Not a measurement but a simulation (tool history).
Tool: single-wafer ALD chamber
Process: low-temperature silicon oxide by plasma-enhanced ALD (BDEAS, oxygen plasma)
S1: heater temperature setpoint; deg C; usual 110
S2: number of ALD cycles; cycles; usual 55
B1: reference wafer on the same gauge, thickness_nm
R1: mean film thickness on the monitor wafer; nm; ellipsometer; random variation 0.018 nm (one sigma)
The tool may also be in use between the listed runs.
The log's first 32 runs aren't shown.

run 33 hour=457.1 | S1=121 S2=55 | B1=6.914 | R1=6.942
run 34 hour=471.7 | S1=120 S2=55 | B1=6.926 | R1=6.946
run 35 hour=489.3 | S1=118 S2=55 | B1=6.913 | R1=6.959
run 36 hour=501.0 | S1=100 S2=55 | B1=6.923 | R1=7.203
run 37 hour=515.2 | S1=110 S2=55 | B1=6.916 | R1=7.033
run 38 hour=530.6 | S1=100 S2=66 | B1=6.927 | R1=8.597
run 39 hour=544.4 | S1=110 S2=46 | B1=6.918 | R1=5.909
run 40 hour=560.5 | S1=110 S2=55 | B1=6.922 | R1=7.034
run 41 hour=594.6 | S1=101 S2=48 | B1=6.924 | R1=6.216
run 42 hour=610.3 | S1=110 S2=55 | B1=6.912 | R1=7.059
run 43 hour=622.4 | S1=110 S2=47 | B1=6.918 | R1=6.041
run 44 hour=637.3 | S1=110 S2=55 | B1=6.925 | R1=7.049
run 45 hour=649.4 | S1=98 S2=55 | B1=6.918 | R1=7.207

3 ways to go on from here, each from the tool as it stands after run 45. What would each give?
run A hour=649.9 | S1=97 S2=55 | B1=? | R1=?
run B hour=649.9 | S1=121 S2=47 | B1=? | R1=?
run C hour=649.9 | S1=110 S2=63 | B1=? | R1=?

run=A B1=6.919 R1=7.208
run=B B1=6.919 R1=5.910
run=C B1=6.919 R1=8.065
Without the tool's hidden state the same runs would have given:
run=A R1=7.208
run=B R1=5.910
run=C R1=8.065

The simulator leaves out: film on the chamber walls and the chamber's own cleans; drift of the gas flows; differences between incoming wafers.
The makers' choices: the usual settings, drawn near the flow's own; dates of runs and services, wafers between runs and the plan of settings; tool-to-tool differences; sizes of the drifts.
